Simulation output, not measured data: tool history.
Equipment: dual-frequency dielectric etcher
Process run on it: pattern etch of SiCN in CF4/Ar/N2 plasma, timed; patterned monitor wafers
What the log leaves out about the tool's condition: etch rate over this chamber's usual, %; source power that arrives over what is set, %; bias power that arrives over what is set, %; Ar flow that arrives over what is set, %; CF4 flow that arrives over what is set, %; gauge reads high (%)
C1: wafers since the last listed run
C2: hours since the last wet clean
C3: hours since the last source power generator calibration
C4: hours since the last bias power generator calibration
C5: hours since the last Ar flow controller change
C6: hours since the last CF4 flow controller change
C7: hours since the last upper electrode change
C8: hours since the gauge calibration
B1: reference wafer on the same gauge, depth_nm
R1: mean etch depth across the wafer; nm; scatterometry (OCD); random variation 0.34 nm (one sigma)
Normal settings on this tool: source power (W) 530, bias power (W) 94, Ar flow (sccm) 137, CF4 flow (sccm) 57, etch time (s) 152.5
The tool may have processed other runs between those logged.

Run 1, hour 0: usual settings; C1 0; C2 356.4; C3 1434; C4 3043; C5 2325.6; C6 5096.1; C7 4349.7; C8 392.7; B1 133. Result: R1 145.8 nm.
Run 2, hour 16.9: usual settings; C1 189; C2 373.3; C3 1450.9; C4 3059.9; C5 2342.5; C6 5113; C7 4366.6; C8 409.6; B1 133. Result: R1 146.1 nm.
Run 3, hour 38.3: usual settings; C1 240; C2 394.7; C3 1472.3; C4 3081.3; C5 2363.9; C6 5134.4; C7 4388; C8 431; B1 132.9. Result: R1 145.7 nm.
At hour 70.3: upper electrode replaced.
Run 4, hour 70.8: usual settings but bias power (W) 81; C1 95; C2 427.2; C3 1504.8; C4 3113.8; C5 2396.4; C6 5166.9; C7 0.5; C8 463.5; B1 133.1. Result: R1 141.8 nm.
At hour 101.8: source power generator calibrated.
Run 5, hour 102.3: usual settings but bias power (W) 81; C1 308; C2 458.7; C3 0.5; C4 3145.3; C5 2427.9; C6 5198.4; C7 32; C8 495; B1 133.1. Result: R1 145.2 nm.
Run 6, hour 132.2: usual settings but CF4 flow (sccm) 47; C1 335; C2 488.6; C3 30.4; C4 3175.2; C5 2457.8; C6 5228.3; C7 61.9; C8 524.9; B1 133.1. Result: R1 145.3 nm.
Run 7, hour 152.7: usual settings; C1 229; C2 509.1; C3 50.9; C4 3195.7; C5 2478.3; C6 5248.8; C7 82.4; C8 545.4; B1 133. Result: R1 150.4 nm.
At hour 182.7: CF4 flow controller replaced.
Run 8, hour 183.2: usual settings but etch time (s) 183.5; C1 274; C2 539.6; C3 81.4; C4 3226.2; C5 2508.8; C6 0.5; C7 112.9; C8 575.9; B1 133.1. Result: R1 179.9 nm.
At hour 192.4: Ar flow controller replaced.
Run 9, hour 207.3: usual settings but Ar flow (sccm) 118; C1 203; C2 563.7; C3 105.5; C4 3250.3; C5 14.9; C6 24.6; C7 137; C8 600; B1 132.9. Result: R1 152.8 nm.
Run 10, hour 239.8: usual settings but bias power (W) 116, Ar flow (sccm) 111, etch time (s) 113; C1 364; C2 596.2; C3 138; C4 3282.8; C5 47.4; C6 57.1; C7 169.5; C8 632.5; B1 133.1. Result: R1 119.6 nm.
At hour 270.7: wet clean of the chamber.
Run 11, hour 271.2: usual settings but CF4 flow (sccm) 61, etch time (s) 170; C1 83; C2 0.5; C3 169.4; C4 3314.2; C5 78.8; C6 88.5; C7 200.9; C8 663.9; B1 133. Result: R1 166.8 nm.
Run 12, hour 287.2: usual settings but source power (W) 470, etch time (s) 119; C1 179; C2 16.5; C3 185.4; C4 3330.2; C5 94.8; C6 104.5; C7 216.9; C8 679.9; B1 133.1. Result: R1 109.4 nm.
Run 13, hour 314.9: usual settings; C1 310; C2 44.2; C3 213.1; C4 3357.9; C5 122.5; C6 132.2; C7 244.6; C8 707.6; B1 132.9. Result: R1 148 nm.
Run 14, hour 332.6: usual settings but source power (W) 580, Ar flow (sccm) 161; C1 198; C2 61.9; C3 230.8; C4 3375.6; C5 140.2; C6 149.9; C7 262.3; C8 725.3; B1 132.9. Result: R1 152.5 nm.
Run 15, hour 351.5: usual settings but source power (W) 570, Ar flow (sccm) 163; C1 212; C2 80.8; C3 249.7; C4 3394.5; C5 159.1; C6 168.8; C7 281.2; C8 744.2; B1 133.1. Result: R1 150.8 nm.
At hour 359: bias power generator calibrated.
Run 16, hour 371.6: usual settings but bias power (W) 108, CF4 flow (sccm) 63; C1 180; C2 100.9; C3 269.8; C4 12.6; C5 179.2; C6 188.9; C7 301.3; C8 764.3; B1 133. Result: R1 155.6 nm.
Run 17, hour 386.7: usual settings but source power (W) 610, bias power (W) 75, CF4 flow (sccm) 53, etch time (s) 196; C1 169; C2 116; C3 284.9; C4 27.7; C5 194.3; C6 204; C7 316.4; C8 779.4; B1 133. Result: R1 192.9 nm.
At hour 387.5: gauge calibrated.
Run 18, hour 409.8: usual settings; C1 259; C2 139.1; C3 308; C4 50.8; C5 217.4; C6 227.1; C7 339.5; C8 22.3; B1 133. Result: R1 148.3 nm.
Run 19, hour 427.6: usual settings but Ar flow (sccm) 162; C1 199; C2 156.9; C3 325.8; C4 68.6; C5 235.2; C6 244.9; C7 357.3; C8 40.1; B1 132.9. Result: R1 145.1 nm.
Run 20, hour 480.9: usual settings; C1 597; C2 210.2; C3 379.1; C4 121.9; C5 288.5; C6 298.2; C7 410.6; C8 93.4; B1 132.9. Result: R1 148.1 nm.
Run 21, hour 540.1: usual settings; C1 664; C2 269.4; C3 438.3; C4 181.1; C5 347.7; C6 357.4; C7 469.8; C8 152.6; B1 133. Result: R1 148.4 nm.

Alternative continuations, all from the tool just after run 21; predict every row:
Run A, hour 540.6: usual settings; C1 5; C2 269.9; C3 438.8; C4 181.6; C5 348.2; C6 357.9; C7 470.3; C8 153.1; B1 ?. Result: R1 ?.
Run B, hour 540.6: usual settings but source power (W) 660, etch time (s) 169.5; C1 5; C2 269.9; C3 438.8; C4 181.6; C5 348.2; C6 357.9; C7 470.3; C8 153.1; B1 ?. Result: R1 ?.
Run C, hour 540.6: usual settings but etch time (s) 166; C1 5; C2 269.9; C3 438.8; C4 181.6; C5 348.2; C6 357.9; C7 470.3; C8 153.1; B1 ?. Result: R1 ?.
Run D, hour 540.6: usual settings but source power (W) 490, bias power (W) 83; C1 5; C2 269.9; C3 438.8; C4 181.6; C5 348.2; C6 357.9; C7 470.3; C8 153.1; B1 ?. Result: R1 ?.

run     B1     R1
  A  132.9  148.4
  B  132.9  185.5
  C  132.9  161.6
  D  132.9  138.8
Had the tool no hidden state, the same runs would have come out as:
run     R1
  A  148.9
  B  186.1
  C  162.1
  D  139.3
